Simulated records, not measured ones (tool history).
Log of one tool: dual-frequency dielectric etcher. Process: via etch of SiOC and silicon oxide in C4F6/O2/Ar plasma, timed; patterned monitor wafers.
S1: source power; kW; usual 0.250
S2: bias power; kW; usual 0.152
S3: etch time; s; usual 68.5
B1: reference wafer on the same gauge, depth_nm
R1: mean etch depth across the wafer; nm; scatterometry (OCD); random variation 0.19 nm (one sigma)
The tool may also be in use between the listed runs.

run,hour,S1,S2,S3,B1,R1
1,0.0,0.220,0.152,68.5,60.9,59.2
# hour 28.0: wet clean of the chamber
2,69.8,0.250,0.152,68.5,60.9,63.7
3,105.0,0.250,0.152,68.5,60.9,63.2
4,154.0,0.250,0.152,68.5,60.9,63.2
5,180.2,0.250,0.169,68.5,60.9,65.7
6,208.5,0.250,0.169,68.5,60.9,65.3
# hour 224.1: source power generator calibrated
7,258.7,0.250,0.124,68.5,60.9,58.6
8,322.7,0.250,0.124,68.5,60.9,58.5
9,354.3,0.250,0.124,68.5,60.9,58.5
# hour 368.0: gauge calibrated
10,393.9,0.250,0.152,68.5,60.9,62.3
11,440.6,0.190,0.152,68.5,60.9,53.8
# hour 465.6: wet clean of the chamber
12,500.9,0.250,0.152,82.5,61.0,75.0
13,556.6,0.300,0.125,68.5,60.9,64.2
14,617.8,0.280,0.152,68.5,60.9,65.8
# hour 624.6: source power generator calibrated, repeated, since the last time left the tool worse
# hour 645.4: upper electrode replaced
15,645.9,0.250,0.152,68.5,60.9,64.3
16,683.3,0.250,0.168,68.5,60.9,66.1
17,737.8,0.250,0.152,68.5,60.9,64.2
18,766.4,0.250,0.152,68.5,60.9,64.4
# hour 780.7: bias power generator calibrated
19,802.9,0.250,0.152,68.5,60.9,64.3
20,837.3,0.270,0.152,68.5,60.9,66.7
# hour 909.3: wet clean of the chamber
21,909.8,0.250,0.152,89.0,60.9,83.6
22,972.0,0.250,0.152,68.5,61.0,64.4
23,1007.3,0.230,0.152,60.5,60.9,54.0
24,1035.5,0.250,0.152,79.0,60.9,73.9

Forecast run 25:
25,1078.2,0.250,0.174,51.0,?,?

Run 25 gave B1 60.9, R1 49.8 nm.
Without the tool's hidden state the same run would have given R1 50.0 nm.
